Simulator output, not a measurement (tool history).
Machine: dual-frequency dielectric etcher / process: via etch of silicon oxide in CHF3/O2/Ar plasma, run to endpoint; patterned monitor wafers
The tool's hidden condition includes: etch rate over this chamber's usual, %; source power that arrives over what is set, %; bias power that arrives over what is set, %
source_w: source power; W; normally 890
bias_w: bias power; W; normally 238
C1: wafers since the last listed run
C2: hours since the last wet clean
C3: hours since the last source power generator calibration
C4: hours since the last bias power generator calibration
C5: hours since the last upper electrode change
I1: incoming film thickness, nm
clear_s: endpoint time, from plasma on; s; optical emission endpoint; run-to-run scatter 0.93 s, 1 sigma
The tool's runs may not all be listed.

Run 1, hour 0.0: usual settings; C1 0; C2 186.4; C3 324.3; C4 2540.0; C5 2656.7; I1 411.6. Result: clear_s 158.2 s.
Run 2, hour 104.4: usual settings; C1 303; C2 290.8; C3 428.7; C4 2644.4; C5 2761.1; I1 409.0. Result: clear_s 157.4 s.
Run 3, hour 157.2: usual settings; C1 153; C2 343.6; C3 481.5; C4 2697.2; C5 2813.9; I1 414.1. Result: clear_s 158.5 s.
Run 4, hour 228.8: usual settings but source_w 720 W; C1 208; C2 415.2; C3 553.1; C4 2768.8; C5 2885.5; I1 409.2. Result: clear_s 173.6 s.
Run 5, hour 271.4: usual settings but source_w 720 W; C1 123; C2 457.8; C3 595.7; C4 2811.4; C5 2928.1; I1 416.1. Result: clear_s 174.8 s.
At hour 332.1: wet clean of the chamber.
Run 6, hour 365.2: usual settings; C1 202; C2 33.1; C3 689.5; C4 2905.2; C5 3021.9; I1 409.7. Result: clear_s 157.5 s.
Run 7, hour 432.4: usual settings; C1 195; C2 100.3; C3 756.7; C4 2972.4; C5 3089.1; I1 408.0. Result: clear_s 157.1 s.
Run 8, hour 532.5: usual settings; C1 291; C2 200.4; C3 856.8; C4 3072.5; C5 3189.2; I1 411.8. Result: clear_s 157.9 s.
Run 9, hour 622.5: usual settings but source_w 950 W, bias_w 196 W; C1 261; C2 290.4; C3 946.8; C4 3162.5; C5 3279.2; I1 410.1. Result: clear_s 167.9 s.
At hour 820.8: upper electrode replaced.
At hour 867.7: wet clean of the chamber.
Run 10, hour 887.8: usual settings; C1 631; C2 20.1; C3 1212.1; C4 3427.8; C5 67.0; I1 409.4. Result: clear_s 155.9 s.
Run 11, hour 933.1: usual settings; C1 131; C2 65.4; C3 1257.4; C4 3473.1; C5 112.3; I1 409.4. Result: clear_s 154.8 s.
Run 12, hour 972.2: usual settings but source_w 990 W; C1 113; C2 104.5; C3 1296.5; C4 3512.2; C5 151.4; I1 410.9. Result: clear_s 149.4 s.
Run 13, hour 1034.1: usual settings but source_w 990 W; C1 179; C2 166.4; C3 1358.4; C4 3574.1; C5 213.3; I1 409.3. Result: clear_s 150.0 s.
Run 14, hour 1081.6: usual settings but source_w 990 W; C1 138; C2 213.9; C3 1405.9; C4 3621.6; C5 260.8; I1 414.8. Result: clear_s 151.0 s.
Run 15, hour 1144.4: usual settings but bias_w 257 W; C1 182; C2 276.7; C3 1468.7; C4 3684.4; C5 323.6; I1 406.2. Result: clear_s 150.0 s.
Run 16, hour 1224.6: usual settings; C1 233; C2 356.9; C3 1548.9; C4 3764.6; C5 403.8; I1 411.5. Result: clear_s 158.6 s.
At hour 1246.2: source power generator calibrated.
Run 17, hour 1327.7: usual settings but source_w 710 W, bias_w 255 W; C1 288; C2 460.0; C3 81.5; C4 3867.7; C5 506.9; I1 415.2. Result: clear_s 176.5 s.
At hour 1424.0: wet clean of the chamber.
At hour 1583.3: bias power generator calibrated.
Run 18, hour 1629.1: usual settings but source_w 960 W, bias_w 256 W; C1 794; C2 205.1; C3 382.9; C4 45.8; C5 808.3; I1 413.4. Result: clear_s 151.9 s.
Run 19, hour 1726.6: usual settings; C1 283; C2 302.6; C3 480.4; C4 143.3; C5 905.8; I1 410.5. Result: clear_s 160.0 s.
Run 20, hour 1779.0: usual settings but source_w 740 W, bias_w 217 W; C1 152; C2 355.0; C3 532.8; C4 195.7; C5 958.2; I1 416.6. Result: clear_s 185.2 s.
Run 21, hour 1867.2: usual settings but source_w 1080 W, bias_w 291 W; C1 256; C2 443.2; C3 621.0; C4 283.9; C5 1046.4; I1 411.1. Result: clear_s 134.8 s.
At hour 1976.3: wet clean of the chamber.
Run 22, hour 1976.8: usual settings but source_w 710 W, bias_w 202 W; C1 248; C2 0.5; C3 730.6; C4 393.5; C5 1156.0; I1 410.8. Result: clear_s 190.6 s.
Run 23, hour 2000.8: usual settings but source_w 760 W, bias_w 263 W; C1 69; C2 24.5; C3 754.6; C4 417.5; C5 1180.0; I1 407.5. Result: clear_s 162.1 s.
Run 24, hour 2047.5: usual settings but bias_w 266 W; C1 135; C2 71.2; C3 801.3; C4 464.2; C5 1226.7; I1 411.6. Result: clear_s 152.2 s.
Run 25, hour 2131.0: usual settings but source_w 1040 W, bias_w 218 W; C1 242; C2 154.7; C3 884.8; C4 547.7; C5 1310.2; I1 410.1. Result: clear_s 154.0 s.
Run 26, hour 2233.9: usual settings but source_w 790 W, bias_w 283 W; C1 299; C2 257.6; C3 987.7; C4 650.6; C5 1413.1; I1 409.3. Result: clear_s 152.5 s.
Run 27, hour 2272.3: usual settings but source_w 1000 W, bias_w 255 W; C1 111; C2 296.0; C3 1026.1; C4 689.0; C5 1451.5; I1 414.9. Result: clear_s 147.0 s.
Run 28, hour 2370.6: usual settings but source_w 680 W, bias_w 181 W; C1 285; C2 394.3; C3 1124.4; C4 787.3; C5 1549.8; I1 412.2. Result: clear_s 202.6 s.
At hour 2408.2: wet clean of the chamber.
Run 29, hour 2473.1: usual settings; C1 228; C2 64.9; C3 1226.9; C4 889.8; C5 1652.3; I1 412.1. Result: clear_s 158.8 s.

Hidden state at the last listed run before each entry between runs and at the first one after, where it differs:
After run 5, before run 6: wet clean of the chamber (hour 332.1)
  source power that arrives over what is set, %: 5.03 -> 5.31
  measured result minus the result with no hidden state, clear_s: -3.8 -> -3.6 s
After run 9, before run 10: upper electrode replaced (hour 820.8); wet clean of the chamber (hour 867.7)
  source power that arrives over what is set, %: 5.85 -> 6.19
  measured result minus the result with no hidden state, clear_s: -4.3 -> -4.2 s
After run 16, before run 17: source power generator calibrated (hour 1246.2)
  source power that arrives over what is set, %: 6.44 -> -0.527
  measured result minus the result with no hidden state, clear_s: -4.3 -> +0.4 s
After run 17, before run 18: wet clean of the chamber (hour 1424.0); bias power generator calibrated (hour 1583.3)
  source power that arrives over what is set, %: -0.527 -> 1.45
  measured result minus the result with no hidden state, clear_s: +0.4 -> -0.9 s
After run 21, before run 22: wet clean of the chamber (hour 1976.3)
  source power that arrives over what is set, %: 2.38 -> 2.68
  measured result minus the result with no hidden state, clear_s: -1.4 -> -2.3 s
After run 28, before run 29: wet clean of the chamber (hour 2408.2)
  source power that arrives over what is set, %: 3.37 -> 3.47
  measured result minus the result with no hidden state, clear_s: -3.1 -> -2.4 s
